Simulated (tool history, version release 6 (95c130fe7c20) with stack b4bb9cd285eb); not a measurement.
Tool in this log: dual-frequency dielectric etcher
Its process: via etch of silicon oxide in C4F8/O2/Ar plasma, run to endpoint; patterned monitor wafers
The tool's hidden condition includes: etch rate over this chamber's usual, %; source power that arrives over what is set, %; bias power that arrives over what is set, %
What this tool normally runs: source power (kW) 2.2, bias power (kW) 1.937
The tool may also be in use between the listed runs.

run	hour	source power (kW)	bias power (kW)	wafers since the last listed run	hours since the last wet clean	hours since the last source power generator calibration	hours since the last bias power generator calibration	hours since the last upper electrode change	incoming incoming film thickness, nm	endpoint time (s)
1	0	1.91	1.937	0	345.9	3764.7	1809.3	4208.9	990.3	186.3
2	17.9	2.2	1.937	84	363.8	3782.6	1827.2	4226.8	974.1	173.2
3	26.2	2.2	1.937	39	372.1	3790.9	1835.5	4235.1	972.8	174.5
4	39.1	2.2	1.937	60	385	3803.8	1848.4	4248	974.3	173.8
5	50.2	2.2	1.937	52	396.1	3814.9	1859.5	4259.1	975.9	173.8
6	64.4	2.2	1.937	66	410.3	3829.1	1873.7	4273.3	989.9	174.4
7	72.6	1.96	1.937	38	418.5	3837.3	1881.9	4281.5	970.1	180.9
# hour 100.6: bias power generator calibrated
# hour 101: upper electrode replaced
8	101.5	1.96	1.937	115	447.4	3866.2	0.9	0.5	976.6	181.5
9	101.9	1.96	1.937	1	447.8	3866.6	1.3	0.9	975.3	181.2
10	106.1	2.2	2.089	19	452	3870.8	5.5	5.1	973.6	170.3
11	113.5	1.78	2.146	34	459.4	3878.2	12.9	12.5	985.4	184.7
12	120	2.53	1.78	30	465.9	3884.7	19.4	19	982.4	166.9
13	135.3	1.96	1.937	72	481.2	3900	34.7	34.3	972.6	179.7
# hour 171.3: wet clean of the chamber
14	171.8	2.41	2.114	58	0.5	3936.5	71.2	70.8	970.9	182.3
15	172.2	1.96	1.937	1	0.9	3936.9	71.6	71.2	969.5	200.8
# hour 186.1: source power generator calibrated
# hour 205.2: wet clean of the chamber, repeated, since the last time left the tool worse
16	220.3	2.6	1.464	117	15.1	34.2	119.7	119.3	982	176.5
17	238.1	2.2	2.294	83	32.9	52	137.5	137.1	980.5	174.2
18	245.2	2.59	1.601	33	40	59.1	144.6	144.2	974.9	172
19	257.4	2.2	1.937	57	52.2	71.3	156.8	156.4	969	177

Hidden condition of the tool, last listed run before each entry between runs versus first listed run after:
Run 7 -> run 8: bias power generator calibrated (hour 100.6); upper electrode replaced (hour 101)
  etch rate over this chamber's usual, %: 3.67 -> 3.9
  measured result minus the result with no hidden state, endpoint time (s): -6.6 -> -7.1
Run 13 -> run 14: wet clean of the chamber (hour 171.3)
  etch rate over this chamber's usual, %: 4.17 -> -6.89
  measured result minus the result with no hidden state, endpoint time (s): -7.5 -> +12.6
Run 15 -> run 16: source power generator calibrated (hour 186.1); wet clean of the chamber, repeated, since the last time left the tool worse (hour 205.2)
  etch rate over this chamber's usual, %: -6.89 -> 0.191
  measured result minus the result with no hidden state, endpoint time (s): +13.9 -> -0.3
